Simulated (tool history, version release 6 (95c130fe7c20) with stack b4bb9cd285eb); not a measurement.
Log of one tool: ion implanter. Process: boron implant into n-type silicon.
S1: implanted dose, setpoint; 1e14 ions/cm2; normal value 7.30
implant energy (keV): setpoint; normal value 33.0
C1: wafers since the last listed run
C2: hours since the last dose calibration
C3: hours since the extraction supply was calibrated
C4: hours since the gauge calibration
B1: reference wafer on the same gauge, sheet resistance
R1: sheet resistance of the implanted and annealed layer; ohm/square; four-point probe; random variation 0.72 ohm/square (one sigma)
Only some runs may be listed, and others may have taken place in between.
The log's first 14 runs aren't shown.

Run 15, hour 1140.7: usual settings; C1 934; C2 412.2; C3 3444.5; C4 2013.5; B1 152.25. Result: R1 132.33 ohm/square.
At hour 1185.2: extraction supply calibrated.
Run 16, hour 1187.1: usual settings but S1 6.05 1e14 ions/cm2, implant energy (keV) 26.0; C1 806; C2 458.6; C3 1.9; C4 2059.9; B1 152.06. Result: R1 159.69 ohm/square.
Run 17, hour 1265.6: usual settings but S1 5.34 1e14 ions/cm2, implant energy (keV) 23.5; C1 1648; C2 537.1; C3 80.4; C4 2138.4; B1 151.59. Result: R1 180.91 ohm/square.
Run 18, hour 1331.3: usual settings but S1 8.61 1e14 ions/cm2, implant energy (keV) 44.0; C1 1379; C2 602.8; C3 146.1; C4 2204.1; B1 151.42. Result: R1 114.15 ohm/square.
Run 19, hour 1431.3: usual settings but S1 5.66 1e14 ions/cm2, implant energy (keV) 41.5; C1 2099; C2 702.8; C3 246.1; C4 2304.1; B1 151.09. Result: R1 159.66 ohm/square.
Run 20, hour 1521.6: usual settings; C1 1896; C2 793.1; C3 336.4; C4 2394.4; B1 150.56. Result: R1 132.51 ohm/square.
Run 21, hour 1561.7: usual settings but S1 8.07 1e14 ions/cm2; C1 842; C2 833.2; C3 376.5; C4 2434.5; B1 150.57. Result: R1 121.75 ohm/square.
Run 22, hour 1722.0: usual settings but S1 5.87 1e14 ions/cm2, implant energy (keV) 27.5; C1 3366; C2 993.5; C3 536.8; C4 2594.8; B1 150.11. Result: R1 160.48 ohm/square.
Run 23, hour 1801.9: usual settings but S1 9.09 1e14 ions/cm2; C1 1677; C2 1073.4; C3 616.7; C4 2674.7; B1 149.73. Result: R1 109.80 ohm/square.
Run 24, hour 1903.9: usual settings but S1 5.64 1e14 ions/cm2, implant energy (keV) 24.5; C1 2141; C2 1175.4; C3 718.7; C4 2776.7; B1 149.54. Result: R1 168.61 ohm/square.
Run 25, hour 1981.3: usual settings but S1 6.44 1e14 ions/cm2, implant energy (keV) 40.0; C1 1625; C2 1252.8; C3 796.1; C4 2854.1; B1 149.12. Result: R1 143.66 ohm/square.
Run 26, hour 2055.1: usual settings but S1 5.56 1e14 ions/cm2; C1 1549; C2 1326.6; C3 869.9; C4 2927.9; B1 148.76. Result: R1 163.58 ohm/square.
Run 27, hour 2119.7: usual settings but S1 6.48 1e14 ions/cm2, implant energy (keV) 22.5; C1 1356; C2 1391.2; C3 934.5; C4 2992.5; B1 148.72. Result: R1 149.10 ohm/square.
At hour 2210.1: gauge calibrated.
Run 28, hour 2222.5: usual settings but S1 8.90 1e14 ions/cm2; C1 2158; C2 1494.0; C3 1037.3; C4 12.4; B1 158.70. Result: R1 117.76 ohm/square.
Run 29, hour 2312.7: usual settings but S1 8.07 1e14 ions/cm2; C1 1894; C2 1584.2; C3 1127.5; C4 102.6; B1 158.42. Result: R1 128.56 ohm/square.
Run 30, hour 2416.5: usual settings but S1 5.23 1e14 ions/cm2; C1 2179; C2 1688.0; C3 1231.3; C4 206.4; B1 158.07. Result: R1 183.53 ohm/square.
Run 31, hour 2454.2: usual settings but S1 8.87 1e14 ions/cm2, implant energy (keV) 26.0; C1 791; C2 1725.7; C3 1269.0; C4 244.1; B1 158.18. Result: R1 120.15 ohm/square.
Run 32, hour 2553.9: usual settings but S1 5.59 1e14 ions/cm2; C1 2093; C2 1825.4; C3 1368.7; C4 343.8; B1 157.54. Result: R1 173.16 ohm/square.
Run 33, hour 2635.9: usual settings but S1 5.68 1e14 ions/cm2, implant energy (keV) 42.5; C1 1721; C2 1907.4; C3 1450.7; C4 425.8; B1 157.44. Result: R1 167.30 ohm/square.
Run 34, hour 2689.2: usual settings but S1 6.75 1e14 ions/cm2, implant energy (keV) 36.0; C1 1119; C2 1960.7; C3 1504.0; C4 479.1; B1 157.10. Result: R1 145.92 ohm/square.
Run 35, hour 2758.3: usual settings; C1 1451; C2 2029.8; C3 1573.1; C4 548.2; B1 156.82. Result: R1 137.27 ohm/square.
Run 36, hour 2798.3: usual settings but S1 8.23 1e14 ions/cm2, implant energy (keV) 26.0; C1 839; C2 2069.8; C3 1613.1; C4 588.2; B1 156.71. Result: R1 127.10 ohm/square.
Run 37, hour 2865.8: usual settings but S1 8.50 1e14 ions/cm2; C1 1417; C2 2137.3; C3 1680.6; C4 655.7; B1 156.37. Result: R1 121.91 ohm/square.
At hour 2884.5: Faraday cup replaced and dose calibrated.
Run 38, hour 2926.3: usual settings but S1 9.31 1e14 ions/cm2, implant energy (keV) 26.5; C1 1102; C2 41.8; C3 1741.1; C4 716.2; B1 156.44. Result: R1 113.72 ohm/square.

What if the next run were any one of these 3? Each begins from the tool's condition after run 38:
Run A, hour 2926.7: usual settings but implant energy (keV) 29.0; C1 8; C2 42.2; C3 1741.5; C4 716.6; B1 ?. Result: R1 ?.
Run B, hour 2926.7: usual settings but S1 8.79 1e14 ions/cm2; C1 8; C2 42.2; C3 1741.5; C4 716.6; B1 ?. Result: R1 ?.
Run C, hour 2926.7: usual settings but implant energy (keV) 27.5; C1 8; C2 42.2; C3 1741.5; C4 716.6; B1 ?. Result: R1 ?.

run      B1      R1
  A  156.31  138.87
  B  156.31  117.63
  C  156.31  139.57
With no hidden state in the tool, these same runs would have given:
run      R1
  A  140.35
  B  118.88
  C  141.05

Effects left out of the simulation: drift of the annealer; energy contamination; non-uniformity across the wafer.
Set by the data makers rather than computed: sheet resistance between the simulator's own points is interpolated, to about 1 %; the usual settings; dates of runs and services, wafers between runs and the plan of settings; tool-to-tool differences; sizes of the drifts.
